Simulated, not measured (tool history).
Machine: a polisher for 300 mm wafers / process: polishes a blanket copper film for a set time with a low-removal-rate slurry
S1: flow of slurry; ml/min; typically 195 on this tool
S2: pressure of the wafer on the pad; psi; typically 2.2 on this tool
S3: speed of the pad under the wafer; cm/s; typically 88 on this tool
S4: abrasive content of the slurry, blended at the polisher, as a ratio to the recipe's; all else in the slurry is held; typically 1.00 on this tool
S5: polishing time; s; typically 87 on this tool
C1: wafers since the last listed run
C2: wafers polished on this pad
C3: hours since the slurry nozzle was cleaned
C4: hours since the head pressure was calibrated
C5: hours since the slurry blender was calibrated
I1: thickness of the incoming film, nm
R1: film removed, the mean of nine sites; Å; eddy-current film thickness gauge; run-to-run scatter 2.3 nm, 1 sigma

{"run": 1, "hour": 0.0, "S1": 195, "S2": 2.2, "S3": 88, "S4": 1.0, "S5": 87, "C1": 0, "C2": 285, "C3": 586.7, "C4": 370.5, "C5": 312.0, "I1": 732.4, "R1": 1824}
{"run": 2, "hour": 10.9, "S1": 195, "S2": 2.2, "S3": 88, "S4": 1.0, "S5": 87, "C1": 69, "C2": 355, "C3": 597.6, "C4": 381.4, "C5": 322.9, "I1": 744.5, "R1": 1806}
{"run": 3, "hour": 22.7, "S1": 195, "S2": 2.2, "S3": 88, "S4": 1.0, "S5": 101, "C1": 75, "C2": 430, "C3": 609.4, "C4": 393.2, "C5": 334.7, "I1": 745.2, "R1": 2109}
{"run": 4, "hour": 31.7, "S1": 195, "S2": 2.2, "S3": 88, "S4": 1.0, "S5": 101, "C1": 57, "C2": 488, "C3": 618.4, "C4": 402.2, "C5": 343.7, "I1": 732.9, "R1": 2086}
{"run": 5, "hour": 49.4, "S1": 180, "S2": 2.2, "S3": 106, "S4": 1.0, "S5": 87, "C1": 113, "C2": 601, "C3": 636.1, "C4": 419.9, "C5": 361.4, "I1": 734.0, "R1": 2157}
{"run": 6, "hour": 63.6, "S1": 180, "S2": 2.2, "S3": 106, "S4": 1.0, "S5": 87, "C1": 91, "C2": 693, "C3": 650.3, "C4": 434.1, "C5": 375.6, "I1": 726.6, "R1": 2158}
{"run": 7, "hour": 70.0, "S1": 195, "S2": 1.8, "S3": 88, "S4": 1.2, "S5": 87, "C1": 41, "C2": 734, "C3": 656.7, "C4": 440.5, "C5": 382.0, "I1": 747.2, "R1": 1485}
{"hour": 80.3, "done": "worn pad replaced by a new one"}
{"run": 8, "hour": 80.8, "S1": 195, "S2": 1.8, "S3": 88, "S4": 1.2, "S5": 87, "C1": 43, "C2": 3, "C3": 667.5, "C4": 451.3, "C5": 392.8, "I1": 731.1, "R1": 1517}
{"hour": 83.9, "done": "slurry blender recalibrated"}
{"run": 9, "hour": 84.4, "S1": 195, "S2": 1.8, "S3": 88, "S4": 1.2, "S5": 87, "C1": 10, "C2": 13, "C3": 671.1, "C4": 454.9, "C5": 0.5, "I1": 754.0, "R1": 1535}
{"run": 10, "hour": 96.7, "S1": 195, "S2": 2.2, "S3": 88, "S4": 1.0, "S5": 87, "C1": 78, "C2": 92, "C3": 683.4, "C4": 467.2, "C5": 12.8, "I1": 740.9, "R1": 1758}
{"run": 11, "hour": 106.9, "S1": 235, "S2": 2.2, "S3": 72, "S4": 1.0, "S5": 87, "C1": 65, "C2": 157, "C3": 693.6, "C4": 477.4, "C5": 23.0, "I1": 741.2, "R1": 1509}
{"run": 12, "hour": 124.3, "S1": 195, "S2": 2.2, "S3": 88, "S4": 1.15, "S5": 87, "C1": 111, "C2": 269, "C3": 711.0, "C4": 494.8, "C5": 40.4, "I1": 741.1, "R1": 1841}
{"run": 13, "hour": 138.0, "S1": 195, "S2": 2.2, "S3": 88, "S4": 1.0, "S5": 106, "C1": 87, "C2": 357, "C3": 724.7, "C4": 508.5, "C5": 54.1, "I1": 742.2, "R1": 2211}
{"run": 14, "hour": 149.9, "S1": 135, "S2": 1.7, "S3": 88, "S4": 1.0, "S5": 87, "C1": 76, "C2": 433, "C3": 736.6, "C4": 520.4, "C5": 66.0, "I1": 742.6, "R1": 1295}
{"run": 15, "hour": 160.5, "S1": 195, "S2": 2.2, "S3": 88, "S4": 1.0, "S5": 87, "C1": 67, "C2": 501, "C3": 747.2, "C4": 531.0, "C5": 76.6, "I1": 728.9, "R1": 1798}
{"hour": 167.0, "done": "slurry nozzle cleaned"}
{"hour": 180.1, "done": "head pressure recalibrated"}
{"run": 16, "hour": 185.5, "S1": 195, "S2": 1.5, "S3": 88, "S4": 1.0, "S5": 87, "C1": 141, "C2": 642, "C3": 18.5, "C4": 5.4, "C5": 101.6, "I1": 740.6, "R1": 1199}
{"run": 17, "hour": 192.6, "S1": 215, "S2": 2.8, "S3": 88, "S4": 1.0, "S5": 87, "C1": 45, "C2": 687, "C3": 25.6, "C4": 12.5, "C5": 108.7, "I1": 728.9, "R1": 2328}
{"hour": 214.3, "done": "worn pad replaced by a new one"}
{"run": 18, "hour": 214.8, "S1": 195, "S2": 1.7, "S3": 88, "S4": 1.0, "S5": 96, "C1": 116, "C2": 3, "C3": 47.8, "C4": 34.7, "C5": 130.9, "I1": 739.9, "R1": 1537}
{"run": 19, "hour": 216.9, "S1": 195, "S2": 2.2, "S3": 88, "S4": 1.0, "S5": 87, "C1": 13, "C2": 16, "C3": 49.9, "C4": 36.8, "C5": 133.0, "I1": 741.0, "R1": 1795}
{"run": 20, "hour": 234.4, "S1": 195, "S2": 2.2, "S3": 88, "S4": 0.85, "S5": 66, "C1": 112, "C2": 128, "C3": 67.4, "C4": 54.3, "C5": 150.5, "I1": 754.4, "R1": 1348}

Below are 4 alternative next runs, each starting from the tool's condition after run 20. Predict each:
{"run": "A", "hour": 234.9, "S1": 195, "S2": 2.2, "S3": 88, "S4": 1.0, "S5": 87, "C1": 3, "C2": 131, "C3": 67.9, "C4": 54.8, "C5": 151.0, "I1": 732.8, "R1": "?"}
{"run": "B", "hour": 234.9, "S1": 165, "S2": 2.2, "S3": 88, "S4": 0.75, "S5": 87, "C1": 3, "C2": 131, "C3": 67.9, "C4": 54.8, "C5": 151.0, "I1": 732.8, "R1": "?"}
{"run": "C", "hour": 234.9, "S1": 155, "S2": 2.2, "S3": 74, "S4": 1.3, "S5": 87, "C1": 3, "C2": 131, "C3": 67.9, "C4": 54.8, "C5": 151.0, "I1": 732.8, "R1": "?"}
{"run": "D", "hour": 234.9, "S1": 215, "S2": 2.2, "S3": 88, "S4": 0.75, "S5": 97, "C1": 3, "C2": 131, "C3": 67.9, "C4": 54.8, "C5": 151.0, "I1": 732.8, "R1": "?"}

run=A R1=1809
run=B R1=1680
run=C R1=1534
run=D R1=1951
What these runs would have given with no unlogged condition in the tool:
run=A R1=1809
run=B R1=1680
run=C R1=1534
run=D R1=1951
